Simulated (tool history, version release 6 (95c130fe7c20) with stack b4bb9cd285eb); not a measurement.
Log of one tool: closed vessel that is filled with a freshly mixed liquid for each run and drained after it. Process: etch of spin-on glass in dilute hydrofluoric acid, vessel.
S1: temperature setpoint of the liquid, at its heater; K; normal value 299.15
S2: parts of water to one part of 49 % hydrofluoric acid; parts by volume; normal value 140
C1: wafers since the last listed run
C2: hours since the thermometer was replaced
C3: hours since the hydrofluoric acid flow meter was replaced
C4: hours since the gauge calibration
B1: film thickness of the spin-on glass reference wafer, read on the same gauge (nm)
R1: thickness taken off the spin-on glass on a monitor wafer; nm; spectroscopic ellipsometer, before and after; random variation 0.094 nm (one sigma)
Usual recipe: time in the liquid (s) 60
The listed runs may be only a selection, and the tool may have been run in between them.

{"run": 1, "hour": 0.0, "S1": 299.15, "S2": 140, "time in the liquid (s)": 60, "C1": 0, "C2": 1249.5, "C3": 1728.7, "C4": 538.5, "B1": 50, "R1": 17.8}
{"run": 2, "hour": 45.4, "S1": 299.15, "S2": 140, "time in the liquid (s)": 60, "C1": 6110, "C2": 1294.9, "C3": 1774.1, "C4": 583.9, "B1": 50.02, "R1": 17.85}
{"run": 3, "hour": 89.7, "S1": 299.15, "S2": 140, "time in the liquid (s)": 80, "C1": 5962, "C2": 1339.2, "C3": 1818.4, "C4": 628.2, "B1": 50, "R1": 24.18}
{"run": 4, "hour": 146.4, "S1": 299.15, "S2": 140, "time in the liquid (s)": 80, "C1": 7631, "C2": 1395.9, "C3": 1875.1, "C4": 684.9, "B1": 49.99, "R1": 23.59}
{"run": 5, "hour": 208.5, "S1": 299.15, "S2": 140, "time in the liquid (s)": 60, "C1": 8358, "C2": 1458, "C3": 1937.2, "C4": 747, "B1": 49.99, "R1": 17.95}
{"run": 6, "hour": 242.1, "S1": 299.15, "S2": 170, "time in the liquid (s)": 55, "C1": 4522, "C2": 1491.6, "C3": 1970.8, "C4": 780.6, "B1": 49.98, "R1": 13.05}
{"run": 7, "hour": 312.4, "S1": 299.15, "S2": 170, "time in the liquid (s)": 55, "C1": 9461, "C2": 1561.9, "C3": 2041.1, "C4": 850.9, "B1": 50, "R1": 13.14}
{"run": 8, "hour": 354.5, "S1": 299.15, "S2": 170, "time in the liquid (s)": 55, "C1": 5666, "C2": 1604, "C3": 2083.2, "C4": 893, "B1": 50.03, "R1": 13.22}
{"run": 9, "hour": 381.2, "S1": 299.15, "S2": 140, "time in the liquid (s)": 60, "C1": 3593, "C2": 1630.7, "C3": 2109.9, "C4": 919.7, "B1": 49.97, "R1": 17.94}
{"run": 10, "hour": 451.9, "S1": 299.15, "S2": 140, "time in the liquid (s)": 60, "C1": 9515, "C2": 1701.4, "C3": 2180.6, "C4": 990.4, "B1": 50.05, "R1": 17.98}
{"run": 11, "hour": 520.8, "S1": 299.15, "S2": 140, "time in the liquid (s)": 60, "C1": 9273, "C2": 1770.3, "C3": 2249.5, "C4": 1059.3, "B1": 49.99, "R1": 17.96}
{"run": 12, "hour": 577.8, "S1": 299.15, "S2": 140, "time in the liquid (s)": 60, "C1": 7671, "C2": 1827.3, "C3": 2306.5, "C4": 1116.3, "B1": 50, "R1": 18.21}
{"hour": 764.1, "done": "hydrofluoric acid flow meter replaced"}
{"run": 13, "hour": 772.8, "S1": 296.15, "S2": 140, "time in the liquid (s)": 60, "C1": 26110, "C2": 2022.3, "C3": 8.7, "C4": 1311.3, "B1": 50, "R1": 15.15}
{"hour": 787.8, "done": "gauge calibrated"}
{"run": 14, "hour": 815.6, "S1": 296.15, "S2": 140, "time in the liquid (s)": 60, "C1": 5760, "C2": 2065.1, "C3": 51.5, "C4": 27.8, "B1": 50.01, "R1": 15.32}
{"run": 15, "hour": 850.7, "S1": 302.15, "S2": 140, "time in the liquid (s)": 60, "C1": 4724, "C2": 2100.2, "C3": 86.6, "C4": 62.9, "B1": 50.02, "R1": 19.16}
{"run": 16, "hour": 879.3, "S1": 302.15, "S2": 140, "time in the liquid (s)": 60, "C1": 3849, "C2": 2128.8, "C3": 115.2, "C4": 91.5, "B1": 50, "R1": 19.29}
{"run": 17, "hour": 988.9, "S1": 299.15, "S2": 140, "time in the liquid (s)": 60, "C1": 14751, "C2": 2238.4, "C3": 224.8, "C4": 201.1, "B1": 50.05, "R1": 17.24}
{"run": 18, "hour": 1051.5, "S1": 294.65, "S2": 205, "time in the liquid (s)": 60, "C1": 8425, "C2": 2301, "C3": 287.4, "C4": 263.7, "B1": 49.97, "R1": 9.25}
{"run": 19, "hour": 1122.4, "S1": 296.65, "S2": 140, "time in the liquid (s)": 50, "C1": 9542, "C2": 2371.9, "C3": 358.3, "C4": 334.6, "B1": 49.97, "R1": 13.03}
{"run": 20, "hour": 1187.7, "S1": 299.15, "S2": 140, "time in the liquid (s)": 60, "C1": 8788, "C2": 2437.2, "C3": 423.6, "C4": 399.9, "B1": 50.01, "R1": 17.52}
{"run": 21, "hour": 1216.5, "S1": 299.15, "S2": 140, "time in the liquid (s)": 60, "C1": 3876, "C2": 2466, "C3": 452.4, "C4": 428.7, "B1": 49.98, "R1": 17.18}
{"run": 22, "hour": 1263.6, "S1": 295.65, "S2": 95, "time in the liquid (s)": 45, "C1": 6339, "C2": 2513.1, "C3": 499.5, "C4": 475.8, "B1": 49.99, "R1": 17.57}
{"run": 23, "hour": 1312.2, "S1": 294.15, "S2": 175, "time in the liquid (s)": 50, "C1": 6541, "C2": 2561.7, "C3": 548.1, "C4": 524.4, "B1": 50.01, "R1": 9.2}
{"hour": 1344.8, "done": "thermometer replaced"}
{"run": 24, "hour": 1355.2, "S1": 302.15, "S2": 95, "time in the liquid (s)": 30, "C1": 5652, "C2": 10.4, "C3": 591.1, "C4": 567.4, "B1": 50.03, "R1": 15.19}
{"run": 25, "hour": 1408.2, "S1": 303.15, "S2": 85, "time in the liquid (s)": 50, "C1": 7133, "C2": 63.4, "C3": 644.1, "C4": 620.4, "B1": 49.98, "R1": 29.69}
{"run": 26, "hour": 1473.1, "S1": 299.15, "S2": 140, "time in the liquid (s)": 60, "C1": 8734, "C2": 128.3, "C3": 709, "C4": 685.3, "B1": 49.98, "R1": 17.6}
{"run": 27, "hour": 1523.2, "S1": 296.65, "S2": 180, "time in the liquid (s)": 90, "C1": 6743, "C2": 178.4, "C3": 759.1, "C4": 735.4, "B1": 49.99, "R1": 17.5}
{"run": 28, "hour": 1553.8, "S1": 299.15, "S2": 140, "time in the liquid (s)": 60, "C1": 4118, "C2": 209, "C3": 789.7, "C4": 766, "B1": 50, "R1": 17.42}
{"run": 29, "hour": 1616.4, "S1": 299.15, "S2": 75, "time in the liquid (s)": 60, "C1": 8425, "C2": 271.6, "C3": 852.3, "C4": 828.6, "B1": 49.98, "R1": 35.51}
{"run": 30, "hour": 1642.3, "S1": 302.65, "S2": 115, "time in the liquid (s)": 80, "C1": 3485, "C2": 297.5, "C3": 878.2, "C4": 854.5, "B1": 49.99, "R1": 33.2}
{"run": 31, "hour": 1677.7, "S1": 295.15, "S2": 140, "time in the liquid (s)": 85, "C1": 4764, "C2": 332.9, "C3": 913.6, "C4": 889.9, "B1": 49.98, "R1": 21.28}
{"run": 32, "hour": 1802.6, "S1": 299.15, "S2": 180, "time in the liquid (s)": 70, "C1": 16810, "C2": 457.8, "C3": 1038.5, "C4": 1014.8, "B1": 50.02, "R1": 15.11}
{"run": 33, "hour": 1869.7, "S1": 299.15, "S2": 140, "time in the liquid (s)": 60, "C1": 9031, "C2": 524.9, "C3": 1105.6, "C4": 1081.9, "B1": 49.98, "R1": 17.58}
{"run": 34, "hour": 1928.8, "S1": 299.15, "S2": 140, "time in the liquid (s)": 70, "C1": 7954, "C2": 584, "C3": 1164.7, "C4": 1141, "B1": 49.99, "R1": 20.38}

Same runs, no hidden state in the tool, same run-to-run variation:
Hidden state present: liquid colder than its thermometer reads (K); hydrofluoric acid flow above the setpoint (%); gauge reads high (%).
run=1 R1=17.04
run=2 R1=17.07
run=3 R1=23.11
run=4 R1=22.51
run=5 R1=17.1
run=6 R1=12.41
run=7 R1=12.48
run=8 R1=12.54
run=9 R1=17.04
run=10 R1=17.05
run=11 R1=17.01
run=12 R1=17.22
run=13 R1=15.12
run=14 R1=15.28
run=15 R1=19.08
run=16 R1=19.21
run=17 R1=17.12
run=18 R1=9.17
run=19 R1=12.91
run=20 R1=17.33
run=21 R1=16.98
run=22 R1=17.35
run=23 R1=9.07
run=24 R1=14.97
run=25 R1=29.23
run=26 R1=17.29
run=27 R1=17.16
run=28 R1=17.08
run=29 R1=34.82
run=30 R1=32.5
run=31 R1=20.81
run=32 R1=14.72
run=33 R1=17.12
run=34 R1=19.82

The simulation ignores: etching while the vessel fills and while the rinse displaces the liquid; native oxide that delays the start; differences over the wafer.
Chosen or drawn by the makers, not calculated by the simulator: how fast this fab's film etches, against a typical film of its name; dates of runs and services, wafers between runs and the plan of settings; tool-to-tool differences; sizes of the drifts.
